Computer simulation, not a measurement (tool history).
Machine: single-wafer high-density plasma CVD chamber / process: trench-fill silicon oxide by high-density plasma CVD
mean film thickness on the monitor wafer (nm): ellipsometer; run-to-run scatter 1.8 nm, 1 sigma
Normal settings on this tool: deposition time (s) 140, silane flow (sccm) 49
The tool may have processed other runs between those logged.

run     day  deposition time (s)  silane flow (sccm)  wafers since the last listed run  hours since the silane flow controller was replaced  hours since the gauge calibration  read-back reference wafer on the same gauge, thickness_nm  mean film thickness on the monitor wafer (nm)
  1       0                  140                  49                                 0                                               2542.6                              279.4                                                    739.612                                        600.748
  2   2.588                  140                  49                               534                                               2604.7                              341.5                                                    739.097                                        598.378
  3   3.904                  140                  49                               272                                               2636.3                              373.1                                                    740.023                                        599.078
  4   5.588                  140                  45                               348                                               2676.7                              413.5                                                    739.988                                        546.559
  5   7.171                  140                  45                               327                                               2714.7                              451.5                                                    738.933                                        547.029
  6   9.854                  140                  49                               554                                               2779.1                              515.9                                                    739.176                                        598.128
  7  10.867                  140                  49                               209                                               2803.4                              540.2                                                    739.804                                        597.124
  8  13.733                  140                  49                               592                                               2872.2                                609                                                    739.973                                         594.28
  9  14.908                  140                  49                               242                                               2900.4                              637.2                                                    737.567                                        594.821
 10  16.417                  131                  41                               311                                               2936.6                              673.4                                                    738.609                                        463.855
 11    17.5                  124                  43                               223                                               2962.6                              699.4                                                     739.93                                        460.334
     19.067  -- silane flow controller replaced
     19.875  -- gauge calibrated
 12  20.229                  168                  41                               495                                                 27.9                                8.5                                                    738.792                                        621.969
 13  22.888                  162                  49                               549                                                 91.7                               72.3                                                    739.859                                        717.956
 14   24.15                  124                  56                               261                                                  122                              102.6                                                    738.481                                        625.619
 15  25.867                  158                  54                               354                                                163.2                              143.8                                                    738.563                                        774.828
 16  27.579                  140                  49                               354                                                204.3                              184.9                                                    738.133                                          622.4
 17  29.342                  140                  49                               364                                                246.6                              227.2                                                    738.367                                        616.483
 18  31.033                  148                  41                               349                                                287.2                              267.8                                                    738.805                                        545.596

Give the tool's hidden conditions for every run:
gauge reads high (%): 0 at every run
H1: delivered silane flow above the setpoint (%)
run     H1
  1  -4.85
  2  -4.97
  3  -5.03
  4   -5.1
  5  -5.18
  6   -5.3
  7  -5.35
  8  -5.48
  9  -5.53
 10   -5.6
 11  -5.65
 12  -1.31
 13  -1.44
 14  -1.49
 15  -1.57
 16  -1.65
 17  -1.73
 18  -1.81
